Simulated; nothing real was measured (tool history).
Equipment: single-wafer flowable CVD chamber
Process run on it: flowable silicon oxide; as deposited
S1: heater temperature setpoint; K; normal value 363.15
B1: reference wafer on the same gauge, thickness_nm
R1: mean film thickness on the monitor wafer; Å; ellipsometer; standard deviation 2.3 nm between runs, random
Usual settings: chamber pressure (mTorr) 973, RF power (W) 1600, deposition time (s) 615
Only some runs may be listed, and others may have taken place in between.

{"run": 1, "hour": 0.0, "S1": 363.15, "chamber pressure (mTorr)": 1085, "RF power (W)": 1600, "deposition time (s)": 615, "B1": 537.068, "R1": 7413.15}
{"hour": 21.7, "done": "thermocouple changed; heater temperature recalibrated"}
{"run": 2, "hour": 93.4, "S1": 363.15, "chamber pressure (mTorr)": 973, "RF power (W)": 1600, "deposition time (s)": 615, "B1": 537.051, "R1": 6687.47}
{"run": 3, "hour": 177.2, "S1": 363.15, "chamber pressure (mTorr)": 973, "RF power (W)": 1600, "deposition time (s)": 615, "B1": 537.315, "R1": 6701.6}
{"run": 4, "hour": 219.3, "S1": 363.15, "chamber pressure (mTorr)": 783, "RF power (W)": 1600, "deposition time (s)": 615, "B1": 537.282, "R1": 5357.47}
{"hour": 264.2, "done": "RF generator calibrated"}
{"run": 5, "hour": 269.4, "S1": 363.15, "chamber pressure (mTorr)": 783, "RF power (W)": 1600, "deposition time (s)": 615, "B1": 536.926, "R1": 5360.59}
{"run": 6, "hour": 369.3, "S1": 363.15, "chamber pressure (mTorr)": 783, "RF power (W)": 1600, "deposition time (s)": 615, "B1": 536.959, "R1": 5383.97}
{"run": 7, "hour": 439.8, "S1": 363.15, "chamber pressure (mTorr)": 973, "RF power (W)": 1600, "deposition time (s)": 615, "B1": 537.165, "R1": 6657.51}
{"run": 8, "hour": 507.9, "S1": 363.15, "chamber pressure (mTorr)": 973, "RF power (W)": 1600, "deposition time (s)": 586, "B1": 537.094, "R1": 6323.14}
{"run": 9, "hour": 559.1, "S1": 363.15, "chamber pressure (mTorr)": 973, "RF power (W)": 1600, "deposition time (s)": 615, "B1": 537.219, "R1": 6677.03}
{"hour": 792.5, "done": "capacitance manometer re-zeroed and calibrated"}
{"run": 10, "hour": 828.4, "S1": 363.15, "chamber pressure (mTorr)": 973, "RF power (W)": 1600, "deposition time (s)": 615, "B1": 537.318, "R1": 6681.51}
{"run": 11, "hour": 865.1, "S1": 363.15, "chamber pressure (mTorr)": 973, "RF power (W)": 1600, "deposition time (s)": 615, "B1": 537.305, "R1": 6666.03}
{"run": 12, "hour": 1180.2, "S1": 363.15, "chamber pressure (mTorr)": 973, "RF power (W)": 1470, "deposition time (s)": 615, "B1": 537.231, "R1": 6534.56}
{"run": 13, "hour": 1218.9, "S1": 363.15, "chamber pressure (mTorr)": 973, "RF power (W)": 1875, "deposition time (s)": 615, "B1": 537.32, "R1": 6907.47}
{"run": 14, "hour": 1324.7, "S1": 363.15, "chamber pressure (mTorr)": 973, "RF power (W)": 1600, "deposition time (s)": 615, "B1": 537.299, "R1": 6657.66}
{"run": 15, "hour": 1395.3, "S1": 350.15, "chamber pressure (mTorr)": 973, "RF power (W)": 1855, "deposition time (s)": 615, "B1": 537.13, "R1": 10521.55}
{"hour": 1439.2, "done": "showerhead replaced"}
{"hour": 1444.1, "done": "thermocouple changed; heater temperature recalibrated"}
{"run": 16, "hour": 1444.6, "S1": 350.15, "chamber pressure (mTorr)": 973, "RF power (W)": 1840, "deposition time (s)": 615, "B1": 536.723, "R1": 10520.58}
{"hour": 1496.1, "done": "gauge calibrated"}
{"run": 17, "hour": 1505.1, "S1": 376.15, "chamber pressure (mTorr)": 973, "RF power (W)": 1600, "deposition time (s)": 615, "B1": 536.981, "R1": 4071.64}
{"run": 18, "hour": 1581.4, "S1": 348.15, "chamber pressure (mTorr)": 1123, "RF power (W)": 1795, "deposition time (s)": 509, "B1": 537.17, "R1": 10439.63}
{"run": 19, "hour": 1754.0, "S1": 363.15, "chamber pressure (mTorr)": 1206, "RF power (W)": 1600, "deposition time (s)": 615, "B1": 537.021, "R1": 8235.8}
{"hour": 1801.6, "done": "RF generator calibrated"}
{"run": 20, "hour": 1802.7, "S1": 355.15, "chamber pressure (mTorr)": 752, "RF power (W)": 1820, "deposition time (s)": 734, "B1": 536.611, "R1": 8297.46}
{"run": 21, "hour": 1855.3, "S1": 363.15, "chamber pressure (mTorr)": 973, "RF power (W)": 1600, "deposition time (s)": 615, "B1": 537.186, "R1": 6669.58}
{"run": 22, "hour": 1895.3, "S1": 373.15, "chamber pressure (mTorr)": 1097, "RF power (W)": 1600, "deposition time (s)": 556, "B1": 536.694, "R1": 4623.42}
{"hour": 1925.4, "done": "capacitance manometer re-zeroed and calibrated"}
{"run": 23, "hour": 1991.7, "S1": 350.15, "chamber pressure (mTorr)": 973, "RF power (W)": 1855, "deposition time (s)": 615, "B1": 537.24, "R1": 10493.97}
{"run": 24, "hour": 2059.7, "S1": 363.15, "chamber pressure (mTorr)": 973, "RF power (W)": 1755, "deposition time (s)": 495, "B1": 537.234, "R1": 5481.87}
{"run": 25, "hour": 2137.1, "S1": 363.15, "chamber pressure (mTorr)": 973, "RF power (W)": 1600, "deposition time (s)": 504, "B1": 537.179, "R1": 5438.66}
{"run": 26, "hour": 2211.5, "S1": 359.15, "chamber pressure (mTorr)": 832, "RF power (W)": 1410, "deposition time (s)": 648, "B1": 536.975, "R1": 6674.41}
{"run": 27, "hour": 2276.1, "S1": 367.15, "chamber pressure (mTorr)": 857, "RF power (W)": 1705, "deposition time (s)": 515, "B1": 536.85, "R1": 4241.02}
{"run": 28, "hour": 2364.5, "S1": 363.15, "chamber pressure (mTorr)": 1052, "RF power (W)": 1600, "deposition time (s)": 615, "B1": 536.903, "R1": 7232.83}

For each run, what was the tool's unlogged condition?
wafer temperature above the value expected at the setpoint (K): 0 at every run
delivered RF power above the setpoint (%): 0 at every run
true pressure above the setpoint (%): 0 at every run
gauge reads high (%): 0 at every run

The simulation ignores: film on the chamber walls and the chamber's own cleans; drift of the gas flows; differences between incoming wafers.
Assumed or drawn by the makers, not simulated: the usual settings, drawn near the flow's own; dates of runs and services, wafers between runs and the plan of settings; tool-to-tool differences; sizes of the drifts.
